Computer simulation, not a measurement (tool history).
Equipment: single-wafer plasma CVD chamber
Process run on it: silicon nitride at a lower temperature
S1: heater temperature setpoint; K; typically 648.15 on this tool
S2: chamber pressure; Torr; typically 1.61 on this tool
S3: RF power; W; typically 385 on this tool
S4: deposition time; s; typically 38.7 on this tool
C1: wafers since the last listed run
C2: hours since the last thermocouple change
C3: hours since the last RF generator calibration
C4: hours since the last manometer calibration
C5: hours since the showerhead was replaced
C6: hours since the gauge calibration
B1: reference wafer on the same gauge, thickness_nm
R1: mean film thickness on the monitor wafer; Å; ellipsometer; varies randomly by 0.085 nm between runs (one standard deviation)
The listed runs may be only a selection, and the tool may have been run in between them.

run	hour	S1	S2	S3	S4	C1	C2	C3	C4	C5	C6	B1	R1
1	0.0	648.15	1.61	335	35.6	0	2661.8	1435.9	1585.0	2475.0	813.9	54.605	443.66
2	19.5	648.15	1.61	385	38.7	353	2681.3	1455.4	1604.5	2494.5	833.4	54.563	515.80
3	54.3	648.15	1.61	385	38.7	630	2716.1	1490.2	1639.3	2529.3	868.2	54.591	515.60
4	69.7	648.15	1.61	385	38.7	279	2731.5	1505.6	1654.7	2544.7	883.6	54.597	514.11
5	87.5	648.15	1.61	385	38.7	322	2749.3	1523.4	1672.5	2562.5	901.4	54.587	516.26
6	106.6	648.15	1.61	405	36.9	346	2768.4	1542.5	1691.6	2581.6	920.5	54.611	504.07
7	140.3	655.15	1.61	385	38.7	610	2802.1	1576.2	1725.3	2615.3	954.2	54.581	513.92
8	164.8	655.15	1.61	385	38.7	444	2826.6	1600.7	1749.8	2639.8	978.7	54.598	514.42
9	181.2	655.15	1.61	385	38.7	297	2843.0	1617.1	1766.2	2656.2	995.1	54.608	514.49
# hour 189.5: gauge calibrated
10	204.2	648.15	1.61	385	38.7	416	2866.0	1640.1	1789.2	2679.2	14.7	54.592	515.66
11	219.5	648.15	1.61	385	38.7	277	2881.3	1655.4	1804.5	2694.5	30.0	54.608	516.58
12	251.2	648.15	1.61	385	38.7	574	2913.0	1687.1	1836.2	2726.2	61.7	54.584	516.23
13	287.0	648.15	1.61	385	38.7	648	2948.8	1722.9	1872.0	2762.0	97.5	54.593	516.37
# hour 317.7: showerhead replaced
14	318.2	648.15	1.73	330	38.7	420	2980.0	1754.1	1903.2	0.5	128.7	54.596	487.78
# hour 326.6: capacitance manometer re-zeroed and calibrated
15	330.5	653.15	1.35	385	42.2	77	2992.3	1766.4	3.9	12.8	141.0	54.594	525.92
# hour 359.2: thermocouple changed; heater temperature recalibrated
16	362.9	648.15	1.61	385	38.7	442	3.7	1798.8	36.3	45.2	173.4	54.611	506.44
17	385.0	648.15	1.61	385	38.7	400	25.8	1820.9	58.4	67.3	195.5	54.629	505.95
18	408.8	648.15	1.61	405	31.5	431	49.6	1844.7	82.2	91.1	219.3	54.595	422.04
19	423.7	657.15	1.76	330	35.1	270	64.5	1859.6	97.1	106.0	234.2	54.629	434.65
# hour 440.8: RF generator calibrated
20	451.5	643.15	1.89	385	38.7	358	92.3	10.7	124.9	133.8	262.0	54.608	546.71
21	486.3	648.15	1.61	385	36.2	630	127.1	45.5	159.7	168.6	296.8	54.607	490.82
22	518.9	648.15	1.61	385	38.7	590	159.7	78.1	192.3	201.2	329.4	54.588	523.77
23	550.0	648.15	1.85	415	33.6	563	190.8	109.2	223.4	232.3	360.5	54.606	487.77
24	571.8	638.15	1.30	340	34.7	395	212.6	131.0	245.2	254.1	382.3	54.595	419.95
25	600.7	648.15	1.61	385	38.7	523	241.5	159.9	274.1	283.0	411.2	54.586	523.42
26	623.1	648.15	1.61	385	38.7	405	263.9	182.3	296.5	305.4	433.6	54.607	521.85
27	651.2	648.15	1.61	385	38.7	509	292.0	210.4	324.6	333.5	461.7	54.601	520.78
28	682.3	643.15	1.48	425	43.5	563	323.1	241.5	355.7	364.6	492.8	54.591	601.67
29	718.1	662.15	1.61	385	38.7	648	358.9	277.3	391.5	400.4	528.6	54.616	517.49

What if the next run were any one of these 3? Each begins from the tool's condition after run 29:
A	718.5	648.15	1.61	385	38.7	7	359.3	277.7	391.9	400.8	529.0	?	?
B	718.5	648.15	1.73	385	38.7	7	359.3	277.7	391.9	400.8	529.0	?	?
C	718.5	648.15	1.82	385	38.7	7	359.3	277.7	391.9	400.8	529.0	?	?

run	B1	R1
A	54.589	520.65
B	54.589	530.03
C	54.589	536.74
Take away the tool's hidden state, keep each run's random variation, and the runs would have read:
run	R1
A	530.05
B	539.62
C	546.45
